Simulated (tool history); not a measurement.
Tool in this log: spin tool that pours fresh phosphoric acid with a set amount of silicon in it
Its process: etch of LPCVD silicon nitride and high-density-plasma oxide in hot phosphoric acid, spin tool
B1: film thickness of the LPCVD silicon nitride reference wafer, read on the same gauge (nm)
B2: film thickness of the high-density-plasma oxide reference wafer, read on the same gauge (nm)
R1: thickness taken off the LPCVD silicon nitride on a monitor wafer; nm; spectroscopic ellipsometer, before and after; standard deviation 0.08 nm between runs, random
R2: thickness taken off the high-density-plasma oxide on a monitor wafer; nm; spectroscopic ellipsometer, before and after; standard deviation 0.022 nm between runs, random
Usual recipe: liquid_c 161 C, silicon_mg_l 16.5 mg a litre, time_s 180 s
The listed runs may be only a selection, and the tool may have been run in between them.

run 1 hour=0 | liquid_c=161 silicon_mg_l=16.5 time_s=180 | B1=79.98 B2=139.997 | R1=14.12 R2=0.331
run 2 hour=35.6 | liquid_c=161 silicon_mg_l=24.5 time_s=180 | B1=79.94 B2=140.002 | R1=14.21 R2=0.289
run 3 hour=61.1 | liquid_c=163.5 silicon_mg_l=16.5 time_s=125 | B1=79.98 B2=139.989 | R1=10.69 R2=0.282
run 4 hour=81.8 | liquid_c=163.5 silicon_mg_l=16.5 time_s=125 | B1=79.96 B2=140.021 | R1=10.56 R2=0.268
run 5 hour=94.1 | liquid_c=162.5 silicon_mg_l=16.5 time_s=180 | B1=79.96 B2=139.983 | R1=14.83 R2=0.382
run 6 hour=114.2 | liquid_c=162.5 silicon_mg_l=16.5 time_s=180 | B1=79.97 B2=139.973 | R1=14.83 R2=0.404
run 7 hour=145.4 | liquid_c=162.5 silicon_mg_l=16.5 time_s=180 | B1=80 B2=139.999 | R1=14.68 R2=0.396
run 8 hour=157.9 | liquid_c=161 silicon_mg_l=7 time_s=180 | B1=80.03 B2=139.986 | R1=14.06 R2=0.45
run 9 hour=188.3 | liquid_c=161 silicon_mg_l=7 time_s=180 | B1=79.95 B2=140.006 | R1=13.94 R2=0.424
-- hour=205.6 dissolved silicon flow meter replaced
run 10 hour=216.7 | liquid_c=162 silicon_mg_l=16.5 time_s=180 | B1=80 B2=140.008 | R1=14.42 R2=0.382
-- hour=255.8 thermometer replaced
run 11 hour=301.3 | liquid_c=161 silicon_mg_l=16.5 time_s=180 | B1=79.99 B2=140.006 | R1=15.21 R2=0.404
-- hour=354.7 gauge calibrated
run 12 hour=363.3 | liquid_c=161 silicon_mg_l=16.5 time_s=180 | B1=79.99 B2=139.992 | R1=15.22 R2=0.442
run 13 hour=383.1 | liquid_c=158 silicon_mg_l=29 time_s=220 | B1=79.98 B2=140.033 | R1=16.94 R2=0.256
-- hour=396.4 heated supply line repaired
run 14 hour=406.5 | liquid_c=163.5 silicon_mg_l=16.5 time_s=180 | B1=79.99 B2=139.963 | R1=16.49 R2=0.497
run 15 hour=437.7 | liquid_c=160 silicon_mg_l=16.5 time_s=265 | B1=80.02 B2=140.003 | R1=21.46 R2=0.569
run 16 hour=467.7 | liquid_c=161 silicon_mg_l=16.5 time_s=180 | B1=80.01 B2=139.988 | R1=15.15 R2=0.41
run 17 hour=495.3 | liquid_c=159 silicon_mg_l=16.5 time_s=180 | B1=79.97 B2=140.019 | R1=14.22 R2=0.332
run 18 hour=517.2 | liquid_c=160 silicon_mg_l=16.5 time_s=95 | B1=80.02 B2=140.036 | R1=7.73 R2=0.221
run 19 hour=578.9 | liquid_c=159 silicon_mg_l=20.5 time_s=180 | B1=79.97 B2=139.999 | R1=14.11 R2=0.338
run 20 hour=596.8 | liquid_c=161 silicon_mg_l=16.5 time_s=180 | B1=79.99 B2=140.002 | R1=15.02 R2=0.414

Forecast each of these 5 alternatives for the next run:
run A hour=597.3 | liquid_c=161 silicon_mg_l=16.5 time_s=135 | B1=? B2=? | R1=? R2=?
run B hour=597.3 | liquid_c=163 silicon_mg_l=8 time_s=255 | B1=? B2=? | R1=? R2=?
run C hour=597.3 | liquid_c=162 silicon_mg_l=6 time_s=260 | B1=? B2=? | R1=? R2=?
run D hour=597.3 | liquid_c=163.5 silicon_mg_l=6.5 time_s=210 | B1=? B2=? | R1=? R2=?
run E hour=597.3 | liquid_c=159.5 silicon_mg_l=11 time_s=215 | B1=? B2=? | R1=? R2=?

run=A B1=80.02 B2=139.983 R1=11.43 R2=0.274
run=B B1=80.02 B2=139.983 R1=23.07 R2=0.733
run=C B1=80.02 B2=139.983 R1=22.75 R2=0.724
run=D B1=80.02 B2=139.983 R1=19.32 R2=0.646
run=E B1=80.02 B2=139.983 R1=17.3 R2=0.447
What these runs would have given with no unlogged condition in the tool:
run=A R1=11.61 R2=0.284
run=B R1=23.45 R2=0.759
run=C R1=23.13 R2=0.75
run=D R1=19.63 R2=0.669
run=E R1=17.59 R2=0.463
